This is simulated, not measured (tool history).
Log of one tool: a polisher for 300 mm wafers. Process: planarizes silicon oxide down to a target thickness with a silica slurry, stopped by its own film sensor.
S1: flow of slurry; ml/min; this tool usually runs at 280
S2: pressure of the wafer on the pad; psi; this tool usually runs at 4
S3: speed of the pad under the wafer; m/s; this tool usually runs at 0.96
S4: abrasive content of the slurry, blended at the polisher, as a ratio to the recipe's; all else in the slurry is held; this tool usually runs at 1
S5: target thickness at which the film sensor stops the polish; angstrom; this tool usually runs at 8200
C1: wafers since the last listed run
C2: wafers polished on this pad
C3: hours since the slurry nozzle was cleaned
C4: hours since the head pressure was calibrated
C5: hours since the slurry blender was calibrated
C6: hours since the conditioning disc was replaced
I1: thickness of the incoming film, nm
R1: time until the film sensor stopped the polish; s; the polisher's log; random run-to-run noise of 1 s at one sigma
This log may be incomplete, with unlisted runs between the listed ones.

run   hour   S1   S2    S3    S4    S5   C1    C2     C3     C4     C5     C6      I1     R1
  1      0  330    4  0.96     1  8200    0   681  145.8  686.9  343.7   50.4  1062.7   99.3
  2   21.4  280    4  0.96     1  8200  129   811  167.2  708.3  365.1   71.8  1078.7  107.6
      54.9  -- slurry blender recalibrated
  3   55.4  280    4  0.96     1  8200  194  1006  201.2  742.3    0.5  105.8  1082.6  109.4
  4   79.8  280    4  0.96     1  8200  148  1154  225.6  766.7   24.9  130.2  1096.2  116.3
      92.2  -- worn pad replaced by a new one
     101.5  -- head pressure recalibrated
  5  101.8  280    4  0.96     1  8200   97    46  247.6    0.3   46.9  152.2  1077.6  113.8
  6  127.8  280    4  0.96     1  8200  157   203  273.6   26.3   72.9  178.2  1073.9  112.3
     139.8  -- slurry nozzle cleaned
  7    163  280    4  0.96     1  8200  207   411   23.2   61.5  108.1  213.4  1091.3    119
  8  194.8  280    4  0.96  0.85  8640  193   604     55   93.3  139.9  245.2    1078  101.5
  9  225.1  185  3.2  0.96   0.8  7390  183   788   85.3  123.6  170.2  275.5  1088.6  220.6
 10  249.5  280  2.8  0.96     1  8200  148   936  109.7    148  194.6  299.9  1093.5  167.4
 11  277.8  280    4  0.96     1  8450  171  1108    138  176.3  222.9  328.2    1071   99.8
     283.2  -- worn pad replaced by a new one
 12  312.9  280    4  0.96     1  8200  188   180  173.1  211.4    258  363.3  1073.6    107
 13    339  205    3   0.8     1  7780  158   339  199.2  237.5  284.1  389.4  1087.6    192
 14  356.5  280    4  0.96     1  8200  106   445  216.7    255  301.6  406.9  1084.5  112.5
     386.7  -- conditioning disc replaced and pad reconditioned
 15  392.5  280    4  0.96     1  8200  206   651  252.7    291  337.6    5.8  1095.4  116.9
     399.4  -- slurry nozzle cleaned
 16  417.3  280    4  0.96     1  8600  144   796   17.9  315.8  362.4   30.6  1064.2   88.5
 17  429.4  280  4.4   0.7  0.75  7630   73   869     30  327.9  374.5   42.7    1076  173.1
     454.7  -- slurry blender recalibrated
 18  455.2  305    4  1.16     1  8200  144  1014   55.8  353.7    0.5   68.5  1065.2   93.8
 19  487.5  375    4  0.96     1  8540  196  1210   88.1    386   32.8  100.8  1096.3  101.6
     509.6  -- worn pad replaced by a new one
 20  517.1  280    4  0.96     1  8200  155    45  117.7  415.6   62.4  130.4  1101.3  118.6
 21  563.8  280    3  0.76  1.15  8580  283   329  164.4  462.3  109.1  177.1    1091  134.6
 22  591.8  280  5.2  0.96  0.75  8200  169   499  192.4  490.3  137.1  205.1  1074.6   96.9
 23  609.4  280  3.3  1.22     1  8200  106   605    210  507.9  154.7  222.7  1099.5  120.5
 24  638.4  280  5.4   1.1     1  8200  176   782    239  536.9  183.7  251.7  1080.2   75.4
 25    661  280    4  0.96   1.1  8200  137   919  261.6  559.5  206.3  274.3  1083.4  104.6

Below, some changes in R1 between adjacent runs. For each, the amount present without the hidden state too (settings, incoming material, random variation) and the amount remaining for the hidden state with gauge scatter not shared by both compared results:
Hidden state present: removal rate lost through wear of the pad, %; slurry flow missing at the pad, %; deviation of the head's pressure from its setpoint, %; abrasive missing from the slurry, %; time polished since the conditioner stopped cutting, s.
Run 4 -> 5: worn pad replaced by a new one, head pressure recalibrated. R1 -2.5 s: hidden state +6.4, all else -8.9.
Run 8 -> 9: S1 280 -> 185, S2 4 -> 3.2, S4 0.85 -> 0.8, S5 8640 -> 7390. R1 +119.1 s: hidden state -0.8, all else +119.9.
Run 12 -> 13: S1 280 -> 205, S2 4 -> 3, S3 0.96 -> 0.8, S5 8200 -> 7780. R1 +85 s: hidden state -2.8, all else +87.8.
Run 19 -> 20: S1 375 -> 280, S5 8540 -> 8200, worn pad replaced by a new one. R1 +17 s: hidden state -5.5, all else +22.5.
